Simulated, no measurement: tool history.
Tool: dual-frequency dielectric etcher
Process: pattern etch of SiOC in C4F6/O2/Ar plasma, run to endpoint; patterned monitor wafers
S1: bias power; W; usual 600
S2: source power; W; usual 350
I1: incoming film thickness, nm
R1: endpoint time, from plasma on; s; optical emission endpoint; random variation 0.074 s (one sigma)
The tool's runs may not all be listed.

Run 1, hour 0: usual settings but S1 480 W, S2 410 W; I1 36.06. Result: R1 13.5 s.
Run 2, hour 17.5: usual settings; I1 36.32. Result: R1 12.8 s.
Run 3, hour 32.1: usual settings but S2 420 W; I1 36.08. Result: R1 12.2 s.
Run 4, hour 42: usual settings but S2 420 W; I1 35.63. Result: R1 12.1 s.
At hour 84.2: wet clean of the chamber.
Run 5, hour 84.7: usual settings; I1 36.12. Result: R1 12.2 s.
Run 6, hour 85: usual settings; I1 35.99. Result: R1 12.1 s.
Run 7, hour 90.7: usual settings but S1 543 W, S2 370 W; I1 36.35. Result: R1 12.7 s.
Run 8, hour 98.2: usual settings but S1 543 W, S2 370 W; I1 35.89. Result: R1 12.5 s.
At hour 112.8: bias power generator calibrated.
At hour 113.3: source power generator calibrated.
Run 9, hour 114.9: usual settings but S1 543 W, S2 370 W; I1 36.11. Result: R1 12.7 s.
At hour 149.4: upper electrode replaced.
Run 10, hour 149.9: usual settings; I1 36.23. Result: R1 12.5 s.
Run 11, hour 150.3: usual settings but S1 732 W, S2 300 W; I1 36.01. Result: R1 11.5 s.
Run 12, hour 192.9: usual settings; I1 36.3. Result: R1 12.5 s.
Run 13, hour 201.3: usual settings but S1 543 W, S2 370 W; I1 36.26. Result: R1 13 s.
Run 14, hour 218.8: usual settings but S1 668 W; I1 36.21. Result: R1 11.9 s.
Run 15, hour 234.2: usual settings but S1 459 W, S2 280 W; I1 35.87. Result: R1 14.8 s.
Run 16, hour 245.1: usual settings but S2 280 W; I1 35.8. Result: R1 12.9 s.
Run 17, hour 255.4: usual settings but S1 688 W; I1 35.86. Result: R1 11.5 s.
Run 18, hour 262.1: usual settings but S1 655 W, S2 400 W; I1 36.25. Result: R1 11.6 s.

Forecast each of these 4 alternatives for the next run:
Run A, hour 262.5: usual settings but S1 550 W; I1 36.12. Result: R1 ?.
Run B, hour 262.5: usual settings but S1 709 W, S2 420 W; I1 36.12. Result: R1 ?.
Run C, hour 262.5: usual settings but S1 638 W, S2 410 W; I1 36.12. Result: R1 ?.
Run D, hour 262.5: usual settings but S1 703 W, S2 290 W; I1 36.12. Result: R1 ?.

run    R1
  A    13
  B    11
  C  11.6
  D  12.1
Without the tool's hidden state the same runs would have given:
run    R1
  A  12.7
  B  10.7
  C  11.4
  D  11.8
